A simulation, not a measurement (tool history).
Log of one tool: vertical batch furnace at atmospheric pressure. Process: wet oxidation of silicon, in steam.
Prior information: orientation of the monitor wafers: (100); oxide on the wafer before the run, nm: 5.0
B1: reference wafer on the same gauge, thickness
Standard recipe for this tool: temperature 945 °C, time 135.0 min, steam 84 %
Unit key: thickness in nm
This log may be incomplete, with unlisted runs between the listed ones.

{"run": 1, "day": 0.0, "temperature": 926, "time": 135.0, "steam": 84, "B1": 506.78, "thickness": 360.8}
{"run": 2, "day": 2.892, "temperature": 926, "time": 135.0, "steam": 84, "B1": 507.12, "thickness": 361.14}
{"run": 3, "day": 7.117, "temperature": 926, "time": 135.0, "steam": 84, "B1": 508.01, "thickness": 361.39}
{"run": 4, "day": 10.454, "temperature": 945, "time": 135.0, "steam": 84, "B1": 508.15, "thickness": 425.99}
{"run": 5, "day": 14.571, "temperature": 945, "time": 135.0, "steam": 84, "B1": 509.73, "thickness": 428.78}
{"run": 6, "day": 18.338, "temperature": 945, "time": 135.0, "steam": 84, "B1": 510.82, "thickness": 430.97}
{"run": 7, "day": 22.675, "temperature": 945, "time": 135.0, "steam": 84, "B1": 512.55, "thickness": 429.57}
{"run": 8, "day": 26.888, "temperature": 945, "time": 135.0, "steam": 84, "B1": 513.96, "thickness": 432.43}
{"run": 9, "day": 29.483, "temperature": 945, "time": 135.0, "steam": 84, "B1": 515.09, "thickness": 434.01}
{"run": 10, "day": 31.067, "temperature": 945, "time": 135.0, "steam": 84, "B1": 516.28, "thickness": 431.36}
{"run": 11, "day": 33.442, "temperature": 945, "time": 135.0, "steam": 84, "B1": 516.99, "thickness": 435.94}
{"day": 38.204, "done": "steam generator serviced"}
{"run": 12, "day": 38.225, "temperature": 945, "time": 135.0, "steam": 84, "B1": 519.61, "thickness": 435.88}
{"run": 13, "day": 39.746, "temperature": 969, "time": 77.5, "steam": 90, "B1": 521.09, "thickness": 376.53}
{"run": 14, "day": 42.879, "temperature": 945, "time": 135.0, "steam": 84, "B1": 523.0, "thickness": 437.64}
{"run": 15, "day": 45.788, "temperature": 955, "time": 135.0, "steam": 84, "B1": 524.8, "thickness": 480.08}
{"day": 48.792, "done": "thermocouples replaced and temperature profile calibrated"}
{"run": 16, "day": 48.812, "temperature": 920, "time": 182.0, "steam": 77, "B1": 526.77, "thickness": 413.59}
{"run": 17, "day": 51.454, "temperature": 945, "time": 135.0, "steam": 93, "B1": 529.25, "thickness": 478.43}
{"run": 18, "day": 53.233, "temperature": 953, "time": 162.5, "steam": 84, "B1": 530.33, "thickness": 547.41}
{"run": 19, "day": 54.804, "temperature": 934, "time": 135.0, "steam": 84, "B1": 532.07, "thickness": 405.19}
{"run": 20, "day": 56.908, "temperature": 945, "time": 176.5, "steam": 89, "B1": 533.61, "thickness": 565.16}
{"day": 57.717, "done": "gauge calibrated"}
{"run": 21, "day": 60.962, "temperature": 961, "time": 135.0, "steam": 89, "B1": 502.65, "thickness": 500.09}
{"run": 22, "day": 65.346, "temperature": 929, "time": 80.0, "steam": 87, "B1": 502.22, "thickness": 250.18}
{"run": 23, "day": 67.296, "temperature": 945, "time": 135.0, "steam": 84, "B1": 502.78, "thickness": 424.78}
{"run": 24, "day": 71.088, "temperature": 965, "time": 115.5, "steam": 80, "B1": 503.17, "thickness": 433.33}
{"run": 25, "day": 73.167, "temperature": 969, "time": 77.5, "steam": 90, "B1": 503.49, "thickness": 367.32}

5 options for the next run, each taken on its own from the tool as it stands now. Forecast them:
{"run": "A", "day": 73.408, "temperature": 945, "time": 135.0, "steam": 76, "B1": "?", "thickness": "?"}
{"run": "B", "day": 73.408, "temperature": 929, "time": 135.0, "steam": 91, "B1": "?", "thickness": "?"}
{"run": "C", "day": 73.408, "temperature": 945, "time": 156.5, "steam": 92, "B1": "?", "thickness": "?"}
{"run": "D", "day": 73.408, "temperature": 945, "time": 135.0, "steam": 74, "B1": "?", "thickness": "?"}
{"run": "E", "day": 73.408, "temperature": 926, "time": 195.0, "steam": 90, "B1": "?", "thickness": "?"}

run=A B1=503.60 thickness=393.84
run=B B1=503.60 thickness=392.69
run=C B1=503.60 thickness=503.73
run=D B1=503.60 thickness=386.13
run=E B1=503.60 thickness=499.12
Stripped of hidden state, with their random variation kept, the same runs would have yielded:
run=A thickness=395.62
run=B thickness=394.46
run=C thickness=506.00
run=D thickness=387.87
run=E thickness=501.37
